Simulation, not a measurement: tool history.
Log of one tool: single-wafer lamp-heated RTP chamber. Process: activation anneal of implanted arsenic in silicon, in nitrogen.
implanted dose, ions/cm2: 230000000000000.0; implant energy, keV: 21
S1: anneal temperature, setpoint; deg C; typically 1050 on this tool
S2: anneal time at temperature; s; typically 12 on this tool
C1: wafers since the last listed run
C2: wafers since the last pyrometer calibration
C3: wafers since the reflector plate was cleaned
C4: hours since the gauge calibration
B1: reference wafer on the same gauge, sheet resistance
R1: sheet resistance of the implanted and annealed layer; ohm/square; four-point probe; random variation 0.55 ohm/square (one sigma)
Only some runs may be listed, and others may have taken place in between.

run   hour    S1  S2   C1    C2    C3     C4      B1      R1
  1    0.0  1050  12    0  5113  7098  123.2  342.08  366.67
       1.4  -- gauge calibrated
  2   12.8  1050  12  206  5319  7305   11.4  341.85  367.70
  3   28.7  1050  12  256  5576  7561   27.3  342.24  367.75
  4   35.1  1050  12  103  5679  7664   33.7  342.33  366.41
  5   49.7  1050  12  235  5915  7900   48.3  342.04  368.49
  6   56.7  1050  12  112  6028  8013   55.3  341.97  366.27
  7   68.0  1061  12  182  6210  8195   66.6  342.09  365.60
      82.0  -- pyrometer window cleaned and pyrometer calibrated
  8   82.5  1029  17  104     8  8300   81.1  342.04  367.89
  9   95.4  1030  17  208   216  8509   94.0  341.80  367.91
 10  110.0  1050  12  235   452  8744  108.6  342.04  367.55
     114.3  -- gauge calibrated
     118.8  -- reflector plate cleaned
 11  119.3  1037  15   20   473     8    5.0  341.90  367.71
 12  132.5  1059  12  213   686   221   18.2  342.15  366.76
 13  149.3  1025  17  271   957   492   35.0  341.82  369.48
 14  160.8  1021   8  185  1143   677   46.5  342.18  372.15
 15  168.9  1032  12  130  1273   808   54.6  342.07  368.52
 16  182.1  1035   6  213  1486  1021   67.8  341.77  371.24
 17  198.1  1050  12  258  1745  1279   83.8  341.84  366.50

Branching from run 17: 3 alternative next runs. What would each branch give?
  A  198.5  1050  12   6  1751  1286  84.2   ?   ?
  B  198.5  1032  10   6  1751  1286  84.2   ?   ?
  C  198.5  1022  19   6  1751  1286  84.2   ?   ?

run      B1      R1
  A  341.97  366.76
  B  341.97  369.58
  C  341.97  367.58
Take away the tool's hidden state, keep each run's random variation, and the runs would have read:
run      R1
  A  366.76
  B  369.58
  C  367.58

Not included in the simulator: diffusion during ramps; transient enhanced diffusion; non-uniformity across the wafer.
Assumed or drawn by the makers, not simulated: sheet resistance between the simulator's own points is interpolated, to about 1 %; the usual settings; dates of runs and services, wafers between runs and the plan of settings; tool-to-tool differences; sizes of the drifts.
